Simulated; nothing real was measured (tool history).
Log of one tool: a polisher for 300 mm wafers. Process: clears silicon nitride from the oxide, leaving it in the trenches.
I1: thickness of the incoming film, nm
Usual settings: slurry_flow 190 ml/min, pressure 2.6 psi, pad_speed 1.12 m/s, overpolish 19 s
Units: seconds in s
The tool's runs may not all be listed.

run 1 hour=0 | slurry_flow=215 pressure=3.2 pad_speed=1.12 overpolish=19 | I1=100 | seconds=102.6
run 2 hour=47.5 | slurry_flow=215 pressure=3.2 pad_speed=1.12 overpolish=19 | I1=101 | seconds=106.1
run 3 hour=81.5 | slurry_flow=215 pressure=3.2 pad_speed=1.12 overpolish=19 | I1=102.1 | seconds=106.5
-- hour=89.4 worn pad replaced by a new one
run 4 hour=131.1 | slurry_flow=190 pressure=2.6 pad_speed=1.12 overpolish=19 | I1=100.5 | seconds=130.4
run 5 hour=176.1 | slurry_flow=190 pressure=2.6 pad_speed=1.12 overpolish=19 | I1=99.7 | seconds=127.6
run 6 hour=202.4 | slurry_flow=190 pressure=2.6 pad_speed=1.12 overpolish=19 | I1=99.5 | seconds=130.5
-- hour=241.6 slurry nozzle cleaned
run 7 hour=251 | slurry_flow=190 pressure=2.6 pad_speed=1.12 overpolish=19 | I1=100.9 | seconds=130.9
run 8 hour=313.2 | slurry_flow=190 pressure=2.6 pad_speed=1.12 overpolish=19 | I1=101.7 | seconds=137.4
-- hour=372.6 worn pad replaced by a new one
-- hour=374.6 head pressure recalibrated
run 9 hour=376.8 | slurry_flow=190 pressure=2.6 pad_speed=1.12 overpolish=19 | I1=99.1 | seconds=122.7
run 10 hour=444.3 | slurry_flow=190 pressure=2.6 pad_speed=1.12 overpolish=23 | I1=99.3 | seconds=122.9
run 11 hour=490.7 | slurry_flow=190 pressure=2.6 pad_speed=1.12 overpolish=19 | I1=99.1 | seconds=124.3
run 12 hour=546.7 | slurry_flow=190 pressure=2.6 pad_speed=1.12 overpolish=19 | I1=101.6 | seconds=127.7
-- hour=566.3 slurry nozzle cleaned
-- hour=596.1 worn pad replaced by a new one
run 13 hour=596.6 | slurry_flow=190 pressure=2.6 pad_speed=1.12 overpolish=19 | I1=98.4 | seconds=128.4
run 14 hour=634.9 | slurry_flow=230 pressure=2.6 pad_speed=1.12 overpolish=19 | I1=101.3 | seconds=129.9
run 15 hour=798.2 | slurry_flow=190 pressure=2.6 pad_speed=1.12 overpolish=19 | I1=101.7 | seconds=136.4
run 16 hour=824 | slurry_flow=190 pressure=2.6 pad_speed=1.52 overpolish=15 | I1=101.8 | seconds=101.3
-- hour=836.6 worn pad replaced by a new one
run 17 hour=875.4 | slurry_flow=190 pressure=3 pad_speed=0.94 overpolish=19 | I1=101.5 | seconds=144.6
-- hour=913.5 slurry nozzle cleaned
-- hour=922.9 head pressure recalibrated
run 18 hour=943.3 | slurry_flow=210 pressure=2.6 pad_speed=1.12 overpolish=14 | I1=99.1 | seconds=122
run 19 hour=1002 | slurry_flow=190 pressure=2.6 pad_speed=1.12 overpolish=19 | I1=100.4 | seconds=125.9
-- hour=1050.6 worn pad replaced by a new one
run 20 hour=1055.8 | slurry_flow=140 pressure=3.1 pad_speed=1.32 overpolish=15 | I1=99 | seconds=96.5
run 21 hour=1105.7 | slurry_flow=190 pressure=3.3 pad_speed=1.12 overpolish=22 | I1=99.5 | seconds=104.5
run 22 hour=1155.5 | slurry_flow=190 pressure=3.5 pad_speed=1.12 overpolish=19 | I1=99.6 | seconds=99.5
run 23 hour=1200.4 | slurry_flow=225 pressure=2.9 pad_speed=1.34 overpolish=14 | I1=99.6 | seconds=97.5
run 24 hour=1234.9 | slurry_flow=155 pressure=2.6 pad_speed=0.9 overpolish=19 | I1=99.9 | seconds=168.7

Hidden state or all else? Some run-to-run changes of seconds, split into what the settings, what came in and random variation would give without the hidden state, and what is left for the hidden state (with any gauge scatter that isn't in both results):
The hidden state here: removal rate lost through wear of the pad, %; slurry flow missing at the pad, %; deviation of the head's pressure from its setpoint, %.
Run 8 -> 9: worn pad replaced by a new one, head pressure recalibrated. seconds -14.7 s: hidden state -10.2, all else -4.5.
Run 16 -> 17: pressure 2.6 -> 3, pad_speed 1.52 -> 0.94, overpolish 15 -> 19, worn pad replaced by a new one. seconds +43.3 s: hidden state +4.4, all else +38.9.
Run 17 -> 18: slurry_flow 190 -> 210, pressure 3 -> 2.6, pad_speed 0.94 -> 1.12, overpolish 19 -> 14, slurry nozzle cleaned, head pressure recalibrated. seconds -22.6 s: hidden state -11.5, all else -11.1.
Run 23 -> 24: slurry_flow 225 -> 155, pressure 2.9 -> 2.6, pad_speed 1.34 -> 0.9, overpolish 14 -> 19. seconds +71.2 s: hidden state +4.4, all else +66.8.

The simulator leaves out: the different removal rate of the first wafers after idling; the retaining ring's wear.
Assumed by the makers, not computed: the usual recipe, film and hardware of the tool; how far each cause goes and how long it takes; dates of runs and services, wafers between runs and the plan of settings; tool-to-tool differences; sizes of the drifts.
